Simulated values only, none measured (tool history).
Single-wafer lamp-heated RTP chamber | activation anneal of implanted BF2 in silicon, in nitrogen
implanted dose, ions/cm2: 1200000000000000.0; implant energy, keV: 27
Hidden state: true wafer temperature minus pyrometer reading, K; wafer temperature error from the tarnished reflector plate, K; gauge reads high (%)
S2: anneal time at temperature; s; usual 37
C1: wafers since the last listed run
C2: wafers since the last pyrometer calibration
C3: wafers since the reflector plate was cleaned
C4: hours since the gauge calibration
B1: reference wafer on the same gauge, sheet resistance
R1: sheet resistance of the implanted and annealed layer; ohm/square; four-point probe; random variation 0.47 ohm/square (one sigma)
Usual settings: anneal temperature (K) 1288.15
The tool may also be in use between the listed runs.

{"run": 1, "day": 0.0, "anneal temperature (K)": 1288.15, "S2": 37, "C1": 0, "C2": 3059, "C3": 6174, "C4": 180.6, "B1": 135.01, "R1": 125.72}
{"run": 2, "day": 0.746, "anneal temperature (K)": 1288.15, "S2": 44, "C1": 391, "C2": 3451, "C3": 6566, "C4": 198.5, "B1": 134.84, "R1": 123.43}
{"day": 1.171, "done": "pyrometer window cleaned and pyrometer calibrated"}
{"run": 3, "day": 1.383, "anneal temperature (K)": 1288.15, "S2": 37, "C1": 159, "C2": 112, "C3": 6726, "C4": 213.8, "B1": 135.03, "R1": 124.83}
{"run": 4, "day": 1.767, "anneal temperature (K)": 1288.15, "S2": 37, "C1": 201, "C2": 314, "C3": 6928, "C4": 223.0, "B1": 134.99, "R1": 124.48}
{"run": 5, "day": 2.104, "anneal temperature (K)": 1288.15, "S2": 37, "C1": 177, "C2": 491, "C3": 7105, "C4": 231.1, "B1": 134.99, "R1": 124.48}
{"run": 6, "day": 2.7, "anneal temperature (K)": 1288.15, "S2": 37, "C1": 313, "C2": 804, "C3": 7418, "C4": 245.4, "B1": 135.02, "R1": 124.9}
{"run": 7, "day": 3.329, "anneal temperature (K)": 1288.15, "S2": 37, "C1": 330, "C2": 1135, "C3": 7749, "C4": 260.5, "B1": 135.02, "R1": 124.06}
{"run": 8, "day": 3.675, "anneal temperature (K)": 1288.15, "S2": 37, "C1": 181, "C2": 1317, "C3": 7931, "C4": 268.8, "B1": 134.99, "R1": 124.56}
{"day": 4.629, "done": "reflector plate cleaned"}
{"run": 9, "day": 4.65, "anneal temperature (K)": 1288.15, "S2": 28, "C1": 337, "C2": 1654, "C3": 9, "C4": 292.2, "B1": 135.0, "R1": 134.0}
{"run": 10, "day": 4.975, "anneal temperature (K)": 1304.15, "S2": 50, "C1": 170, "C2": 1825, "C3": 180, "C4": 300.0, "B1": 135.04, "R1": 115.46}
{"run": 11, "day": 5.7, "anneal temperature (K)": 1304.15, "S2": 50, "C1": 381, "C2": 2206, "C3": 561, "C4": 317.4, "B1": 134.89, "R1": 115.32}
{"run": 12, "day": 6.179, "anneal temperature (K)": 1288.15, "S2": 37, "C1": 251, "C2": 2457, "C3": 813, "C4": 328.9, "B1": 135.06, "R1": 129.06}
{"day": 6.958, "done": "pyrometer window cleaned and pyrometer calibrated"}
{"run": 13, "day": 6.979, "anneal temperature (K)": 1288.15, "S2": 37, "C1": 245, "C2": 11, "C3": 1058, "C4": 348.1, "B1": 134.97, "R1": 128.04}
{"day": 7.325, "done": "gauge calibrated"}
{"run": 14, "day": 7.546, "anneal temperature (K)": 1312.15, "S2": 43, "C1": 297, "C2": 309, "C3": 1356, "C4": 5.3, "B1": 135.01, "R1": 112.79}
{"run": 15, "day": 7.85, "anneal temperature (K)": 1288.15, "S2": 53, "C1": 159, "C2": 468, "C3": 1516, "C4": 12.6, "B1": 135.05, "R1": 123.51}
{"run": 16, "day": 9.188, "anneal temperature (K)": 1306.15, "S2": 48, "C1": 702, "C2": 1171, "C3": 2219, "C4": 44.7, "B1": 135.04, "R1": 113.05}
{"run": 17, "day": 9.496, "anneal temperature (K)": 1275.15, "S2": 52, "C1": 162, "C2": 1333, "C3": 2381, "C4": 52.1, "B1": 134.97, "R1": 131.13}
{"run": 18, "day": 10.0, "anneal temperature (K)": 1288.15, "S2": 37, "C1": 264, "C2": 1598, "C3": 2646, "C4": 64.2, "B1": 135.13, "R1": 127.31}
{"run": 19, "day": 10.45, "anneal temperature (K)": 1288.15, "S2": 37, "C1": 236, "C2": 1835, "C3": 2882, "C4": 75.0, "B1": 135.08, "R1": 127.38}
{"run": 20, "day": 10.796, "anneal temperature (K)": 1288.15, "S2": 37, "C1": 181, "C2": 2017, "C3": 3064, "C4": 83.3, "B1": 134.93, "R1": 127.64}
{"run": 21, "day": 11.446, "anneal temperature (K)": 1288.15, "S2": 43, "C1": 341, "C2": 2358, "C3": 3406, "C4": 98.9, "B1": 134.86, "R1": 124.65}
{"run": 22, "day": 12.404, "anneal temperature (K)": 1265.15, "S2": 47, "C1": 503, "C2": 2862, "C3": 3909, "C4": 121.9, "B1": 134.98, "R1": 141.42}
{"run": 23, "day": 13.033, "anneal temperature (K)": 1267.15, "S2": 52, "C1": 330, "C2": 3193, "C3": 4240, "C4": 137.0, "B1": 135.04, "R1": 136.84}
{"run": 24, "day": 13.483, "anneal temperature (K)": 1305.15, "S2": 51, "C1": 236, "C2": 3429, "C3": 4476, "C4": 147.8, "B1": 135.06, "R1": 112.44}
{"day": 14.325, "done": "pyrometer window cleaned and pyrometer calibrated"}
{"run": 25, "day": 14.346, "anneal temperature (K)": 1314.15, "S2": 49, "C1": 278, "C2": 10, "C3": 4755, "C4": 168.5, "B1": 134.99, "R1": 108.12}
{"run": 26, "day": 14.617, "anneal temperature (K)": 1306.15, "S2": 58, "C1": 142, "C2": 152, "C3": 4897, "C4": 175.0, "B1": 134.98, "R1": 109.5}
{"run": 27, "day": 14.946, "anneal temperature (K)": 1308.15, "S2": 37, "C1": 172, "C2": 325, "C3": 5070, "C4": 182.9, "B1": 134.97, "R1": 115.4}

Forecast each of these 3 alternatives for the next run:
{"run": "A", "day": 14.962, "anneal temperature (K)": 1288.15, "S2": 46, "C1": 8, "C2": 334, "C3": 5079, "C4": 183.3, "B1": "?", "R1": "?"}
{"run": "B", "day": 14.962, "anneal temperature (K)": 1258.15, "S2": 27, "C1": 8, "C2": 334, "C3": 5079, "C4": 183.3, "B1": "?", "R1": "?"}
{"run": "C", "day": 14.962, "anneal temperature (K)": 1288.15, "S2": 26, "C1": 8, "C2": 334, "C3": 5079, "C4": 183.3, "B1": "?", "R1": "?"}

run=A B1=135.10 R1=122.84
run=B B1=135.10 R1=158.26
run=C B1=135.10 R1=131.54
Without the tool's hidden state the same runs would have given:
run=A R1=126.76
run=B R1=165.23
run=C R1=136.00

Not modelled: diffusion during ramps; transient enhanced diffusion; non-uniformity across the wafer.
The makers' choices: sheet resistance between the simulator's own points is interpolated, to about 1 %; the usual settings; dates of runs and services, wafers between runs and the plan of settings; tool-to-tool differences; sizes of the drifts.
